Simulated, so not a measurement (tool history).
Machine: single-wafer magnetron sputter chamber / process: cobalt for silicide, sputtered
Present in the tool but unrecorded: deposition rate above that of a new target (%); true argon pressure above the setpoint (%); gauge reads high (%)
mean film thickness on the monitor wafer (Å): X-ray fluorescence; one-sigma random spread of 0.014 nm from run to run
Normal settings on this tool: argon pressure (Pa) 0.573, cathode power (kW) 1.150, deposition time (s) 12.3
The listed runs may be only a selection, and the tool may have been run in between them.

| run | hour | argon pressure (Pa) | cathode power (kW) | deposition time (s) | wafers since the last listed run | wafers on the sputter target | hours since the last manometer calibration | hours since the magnet pack was replaced | hours since the gauge calibration | read-back reference wafer on the same gauge, thickness_nm | mean film thickness on the monitor wafer (Å) |
|---|---|---|---|---|---|---|---|---|---|---|---|
| 1 | 0.0 | 0.573 | 1.150 | 11.6 | 0 | 7602 | 1580.4 | 5143.7 | 27.9 | 6.351 | 54.58 |
| 2 | 44.3 | 0.573 | 1.150 | 12.3 | 973 | 8576 | 1624.7 | 5188.0 | 72.2 | 6.351 | 58.21 |
| 3 | 72.1 | 0.573 | 1.150 | 12.3 | 611 | 9188 | 1652.5 | 5215.8 | 100.0 | 6.350 | 58.01 |
|  | 110.6 | sputter target and shields replaced |
| 4 | 122.2 | 0.573 | 1.150 | 12.3 | 925 | 254 | 1702.6 | 5265.9 | 150.1 | 6.350 | 58.06 |
| 5 | 167.1 | 0.573 | 1.150 | 12.3 | 987 | 1241 | 1747.5 | 5310.8 | 195.0 | 6.351 | 58.02 |
| 6 | 202.1 | 0.573 | 1.150 | 12.3 | 769 | 2011 | 1782.5 | 5345.8 | 230.0 | 6.349 | 58.09 |
| 7 | 254.0 | 0.573 | 1.150 | 12.3 | 1141 | 3152 | 1834.4 | 5397.7 | 281.9 | 6.349 | 58.04 |
| 8 | 319.3 | 0.573 | 1.150 | 12.3 | 1435 | 4588 | 1899.7 | 5463.0 | 347.2 | 6.350 | 57.89 |
| 9 | 370.3 | 0.573 | 1.150 | 13.1 | 1121 | 5709 | 1950.7 | 5514.0 | 398.2 | 6.351 | 62.06 |
| 10 | 432.6 | 0.573 | 1.150 | 13.1 | 1369 | 7079 | 2013.0 | 5576.3 | 460.5 | 6.349 | 61.63 |
| 11 | 482.8 | 0.654 | 1.300 | 14.8 | 1103 | 8182 | 2063.2 | 5626.5 | 510.7 | 6.348 | 75.31 |
| 12 | 508.0 | 0.426 | 0.950 | 10.0 | 554 | 8736 | 2088.4 | 5651.7 | 535.9 | 6.350 | 41.96 |
|  | 516.4 | capacitance manometer re-zeroed and calibrated |
| 13 | 533.7 | 0.410 | 1.350 | 10.6 | 389 | 9126 | 17.3 | 5677.4 | 561.6 | 6.351 | 62.45 |
|  | 569.3 | sputter target and shields replaced |
|  | 574.8 | magnet pack replaced |
| 14 | 582.5 | 0.453 | 1.150 | 11.5 | 777 | 170 | 66.1 | 7.7 | 610.4 | 6.351 | 57.46 |
| 15 | 647.1 | 0.573 | 1.400 | 12.3 | 1420 | 1590 | 130.7 | 72.3 | 675.0 | 6.350 | 70.53 |
| 16 | 697.0 | 0.573 | 1.150 | 12.3 | 1097 | 2687 | 180.6 | 122.2 | 724.9 | 6.349 | 58.55 |
| 17 | 742.6 | 0.770 | 1.400 | 12.3 | 1002 | 3690 | 226.2 | 167.8 | 770.5 | 6.348 | 65.64 |
| 18 | 803.4 | 0.376 | 1.150 | 14.7 | 1336 | 5026 | 287.0 | 228.6 | 831.3 | 6.352 | 75.86 |
| 19 | 877.0 | 0.505 | 1.000 | 14.4 | 1618 | 6645 | 360.6 | 302.2 | 904.9 | 6.351 | 61.87 |
| 20 | 941.2 | 0.448 | 1.150 | 12.3 | 1411 | 8056 | 424.8 | 366.4 | 969.1 | 6.349 | 61.42 |
| 21 | 990.7 | 0.573 | 1.050 | 14.5 | 1088 | 9144 | 474.3 | 415.9 | 1018.6 | 6.351 | 63.25 |
| 22 | 1031.9 | 0.573 | 1.150 | 12.3 | 905 | 10050 | 515.5 | 457.1 | 1059.8 | 6.348 | 58.21 |
| 23 | 1089.3 | 0.654 | 0.950 | 10.7 | 1262 | 11312 | 572.9 | 514.5 | 1117.2 | 6.350 | 41.34 |
| 24 | 1120.8 | 0.371 | 1.000 | 12.3 | 692 | 12005 | 604.4 | 546.0 | 1148.7 | 6.352 | 55.50 |
|  | 1129.9 | sputter target and shields replaced |
| 25 | 1174.1 | 0.457 | 1.000 | 10.0 | 995 | 971 | 657.7 | 599.3 | 1202.0 | 6.349 | 43.70 |
| 26 | 1236.1 | 0.502 | 1.150 | 12.3 | 1363 | 2334 | 719.7 | 661.3 | 1264.0 | 6.348 | 59.86 |
|  | 1358.9 | gauge calibrated |
| 27 | 1406.4 | 0.638 | 1.150 | 12.3 | 3744 | 6078 | 890.0 | 831.6 | 47.5 | 6.353 | 56.81 |
| 28 | 1434.3 | 0.379 | 1.350 | 14.7 | 613 | 6692 | 917.9 | 859.5 | 75.4 | 6.349 | 86.79 |
| 29 | 1475.4 | 0.573 | 1.150 | 12.3 | 903 | 7595 | 959.0 | 900.6 | 116.5 | 6.349 | 58.19 |
| 30 | 1526.6 | 0.573 | 1.150 | 12.3 | 1125 | 8721 | 1010.2 | 951.8 | 167.7 | 6.352 | 58.15 |
| 31 | 1590.0 | 0.573 | 1.150 | 13.9 | 1393 | 10115 | 1073.6 | 1015.2 | 231.1 | 6.347 | 65.64 |
| 32 | 1618.4 | 0.649 | 1.250 | 10.7 | 624 | 10739 | 1102.0 | 1043.6 | 259.5 | 6.351 | 52.89 |
|  | 1636.1 | sputter target and shields replaced |
| 33 | 1677.7 | 0.573 | 0.900 | 12.3 | 1127 | 915 | 1161.3 | 1102.9 | 318.8 | 6.351 | 46.67 |
| 34 | 1732.2 | 0.371 | 1.000 | 12.3 | 1198 | 2113 | 1215.8 | 1157.4 | 373.3 | 6.346 | 55.35 |

5 options for the next run, each taken on its own from the tool as it stands now. Forecast them:
| A | 1732.6 | 0.354 | 1.150 | 12.3 | 8 | 2122 | 1216.2 | 1157.8 | 373.7 | ? | ? |
| B | 1732.6 | 0.573 | 1.300 | 12.3 | 8 | 2122 | 1216.2 | 1157.8 | 373.7 | ? | ? |
| C | 1732.6 | 0.483 | 1.300 | 14.6 | 8 | 2122 | 1216.2 | 1157.8 | 373.7 | ? | ? |
| D | 1732.6 | 0.573 | 1.250 | 14.3 | 8 | 2122 | 1216.2 | 1157.8 | 373.7 | ? | ? |
| E | 1732.6 | 0.573 | 1.350 | 14.2 | 8 | 2122 | 1216.2 | 1157.8 | 373.7 | ? | ? |

| run | read-back reference wafer on the same gauge, thickness_nm | mean film thickness on the monitor wafer (Å) |
|---|---|---|
| A | 6.351 | 63.15 |
| B | 6.351 | 64.82 |
| C | 6.351 | 79.69 |
| D | 6.351 | 72.70 |
| E | 6.351 | 77.49 |
With no hidden state in the tool, these same runs would have given:
| run | mean film thickness on the monitor wafer (Å) |
|---|---|
| A | 63.66 |
| B | 65.77 |
| C | 80.64 |
| D | 73.75 |
| E | 78.61 |
